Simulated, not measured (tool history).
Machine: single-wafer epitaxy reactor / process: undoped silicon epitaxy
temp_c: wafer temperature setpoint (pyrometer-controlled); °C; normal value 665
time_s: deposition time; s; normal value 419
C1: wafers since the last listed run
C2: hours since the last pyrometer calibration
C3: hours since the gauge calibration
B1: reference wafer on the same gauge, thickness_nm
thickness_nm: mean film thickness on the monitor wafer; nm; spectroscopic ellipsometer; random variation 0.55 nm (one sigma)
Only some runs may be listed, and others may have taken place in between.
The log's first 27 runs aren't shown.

Run 28, hour 1398.1: usual settings; C1 328; C2 488.6; C3 573; B1 109.754. Result: thickness_nm 97.634 nm.
Run 29, hour 1438.8: usual settings but time_s 489 s; C1 237; C2 529.3; C3 613.7; B1 109.906. Result: thickness_nm 114.413 nm.
Run 30, hour 1499: usual settings but time_s 375 s; C1 350; C2 589.5; C3 673.9; B1 109.937. Result: thickness_nm 87.796 nm.
Run 31, hour 1524.5: usual settings but temp_c 672 °C, time_s 467 s; C1 148; C2 615; C3 699.4; B1 109.582. Result: thickness_nm 123.996 nm.
Run 32, hour 1556.7: usual settings but temp_c 676 °C, time_s 384 s; C1 187; C2 647.2; C3 731.6; B1 109.771. Result: thickness_nm 109.824 nm.
Run 33, hour 1594.5: usual settings but temp_c 651 °C, time_s 388 s; C1 220; C2 685; C3 769.4; B1 109.764. Result: thickness_nm 70.032 nm.
Run 34, hour 1646.6: usual settings but temp_c 656 °C, time_s 383 s; C1 303; C2 737.1; C3 821.5; B1 109.703. Result: thickness_nm 75.897 nm.
Run 35, hour 1686.4: usual settings; C1 231; C2 776.9; C3 861.3; B1 109.897. Result: thickness_nm 98.553 nm.
Run 36, hour 1720.7: usual settings but temp_c 673 °C, time_s 496 s; C1 199; C2 811.2; C3 895.6; B1 109.627. Result: thickness_nm 135.274 nm.
Run 37, hour 1775.4: usual settings but temp_c 672 °C, time_s 395 s; C1 318; C2 865.9; C3 950.3; B1 109.824. Result: thickness_nm 105.443 nm.
Run 38, hour 1842.9: usual settings but temp_c 654 °C, time_s 381 s; C1 393; C2 933.4; C3 1017.8; B1 109.815. Result: thickness_nm 73.348 nm.
Run 39, hour 1895.5: usual settings but time_s 375 s; C1 306; C2 986; C3 1070.4; B1 109.747. Result: thickness_nm 87.588 nm.

Below are 4 alternative next runs, each starting from the tool's condition after run 39. Predict each:
Run A, hour 1896: usual settings but temp_c 661 °C; C1 2; C2 986.5; C3 1070.9; B1 ?. Result: thickness_nm ?.
Run B, hour 1896: usual settings but temp_c 657 °C; C1 2; C2 986.5; C3 1070.9; B1 ?. Result: thickness_nm ?.
Run C, hour 1896: usual settings but temp_c 678 °C, time_s 391 s; C1 2; C2 986.5; C3 1070.9; B1 ?. Result: thickness_nm ?.
Run D, hour 1896: usual settings but temp_c 671 °C, time_s 498 s; C1 2; C2 986.5; C3 1070.9; B1 ?. Result: thickness_nm ?.

run       B1  thickness_nm
  A  109.583        91.287
  B  109.583        84.695
  C  109.583        116.42
  D  109.583        130.54
Without the tool's unlogged condition, the same runs would have read:
run  thickness_nm
  A        89.489
  B        83.014
  C       114.198
  D       128.016
